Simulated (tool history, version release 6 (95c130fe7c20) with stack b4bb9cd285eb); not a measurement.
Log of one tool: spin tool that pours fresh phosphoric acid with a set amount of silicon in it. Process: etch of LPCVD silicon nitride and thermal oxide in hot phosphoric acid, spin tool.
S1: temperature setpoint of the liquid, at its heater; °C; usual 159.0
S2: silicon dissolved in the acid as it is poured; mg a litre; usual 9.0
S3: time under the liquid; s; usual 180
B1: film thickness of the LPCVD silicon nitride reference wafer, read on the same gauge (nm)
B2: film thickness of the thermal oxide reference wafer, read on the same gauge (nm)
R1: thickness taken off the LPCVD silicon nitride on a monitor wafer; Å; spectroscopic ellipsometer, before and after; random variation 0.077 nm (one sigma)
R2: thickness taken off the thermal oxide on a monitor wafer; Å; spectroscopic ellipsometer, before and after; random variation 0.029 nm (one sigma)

| run | day | S1 | S2 | S3 | B1 | B2 | R1 | R2 |
|---|---|---|---|---|---|---|---|---|
| 1 | 0.000 | 158.0 | 9.0 | 180 | 90.01 | 139.994 | 135.5 | 3.10 |
| 2 | 0.500 | 159.0 | 9.0 | 180 | 90.01 | 139.989 | 138.3 | 3.02 |
|  | 0.812 | heated supply line repaired |
| 3 | 1.121 | 159.0 | 9.0 | 180 | 89.99 | 139.993 | 139.6 | 3.69 |
| 4 | 1.854 | 159.0 | 9.0 | 180 | 89.95 | 139.997 | 138.9 | 3.30 |
| 5 | 2.588 | 159.0 | 9.0 | 180 | 90.00 | 139.981 | 137.9 | 3.15 |
| 6 | 3.200 | 159.0 | 9.0 | 180 | 90.00 | 140.000 | 137.9 | 3.45 |
| 7 | 3.746 | 159.0 | 9.0 | 180 | 90.04 | 140.014 | 137.7 | 2.78 |
| 8 | 4.133 | 157.5 | 5.5 | 145 | 90.01 | 139.967 | 104.9 | 2.17 |
| 9 | 4.692 | 159.0 | 2.5 | 180 | 89.96 | 140.017 | 137.7 | 3.91 |
|  | 4.892 | gauge calibrated |
|  | 5.025 | thermometer replaced |
| 10 | 5.338 | 159.0 | 9.0 | 180 | 90.00 | 139.975 | 149.4 | 3.68 |
| 11 | 5.975 | 159.0 | 9.0 | 180 | 89.97 | 139.987 | 147.9 | 3.81 |
| 12 | 6.354 | 159.0 | 9.0 | 210 | 89.99 | 139.964 | 171.2 | 4.91 |
|  | 6.471 | dissolved silicon flow meter replaced |
| 13 | 6.933 | 160.5 | 9.0 | 85 | 90.01 | 140.016 | 73.3 | 1.95 |
| 14 | 7.283 | 161.5 | 11.0 | 140 | 90.01 | 140.022 | 124.7 | 3.25 |
| 15 | 7.746 | 160.5 | 7.0 | 180 | 89.97 | 140.016 | 155.7 | 5.14 |
| 16 | 8.412 | 159.0 | 9.0 | 80 | 89.98 | 139.996 | 65.9 | 1.76 |
| 17 | 9.038 | 159.0 | 9.0 | 180 | 89.97 | 139.994 | 148.2 | 3.55 |
| 18 | 9.333 | 157.5 | 13.5 | 115 | 90.01 | 139.994 | 90.4 | 2.12 |
| 19 | 9.758 | 160.0 | 3.5 | 270 | 90.02 | 139.982 | 227.6 | 7.02 |
| 20 | 10.408 | 161.5 | 3.0 | 135 | 90.01 | 140.008 | 119.7 | 3.84 |
| 21 | 10.867 | 159.0 | 9.0 | 180 | 90.00 | 139.991 | 146.7 | 3.69 |

Forecast each of these 5 alternatives for the next run:
| A | 10.888 | 160.0 | 9.0 | 180 | ? | ? | ? | ? |
| B | 10.888 | 162.0 | 12.5 | 260 | ? | ? | ? | ? |
| C | 10.888 | 156.5 | 12.5 | 125 | ? | ? | ? | ? |
| D | 10.888 | 162.0 | 9.0 | 280 | ? | ? | ? | ? |
| E | 10.888 | 159.0 | 15.0 | 180 | ? | ? | ? | ? |

| run | B1 | B2 | R1 | R2 |
|---|---|---|---|---|
| A | 90.01 | 140.012 | 152.5 | 3.52 |
| B | 90.01 | 140.012 | 235.6 | 5.45 |
| C | 90.01 | 140.012 | 94.0 | 1.74 |
| D | 90.01 | 140.012 | 253.7 | 6.35 |
| E | 90.01 | 140.012 | 147.4 | 2.84 |
Without the tool's hidden state the same runs would have given:
| run | R1 | R2 |
|---|---|---|
| A | 155.3 | 3.66 |
| B | 239.8 | 5.67 |
| C | 95.8 | 1.81 |
| D | 258.2 | 6.60 |
| E | 150.1 | 2.96 |

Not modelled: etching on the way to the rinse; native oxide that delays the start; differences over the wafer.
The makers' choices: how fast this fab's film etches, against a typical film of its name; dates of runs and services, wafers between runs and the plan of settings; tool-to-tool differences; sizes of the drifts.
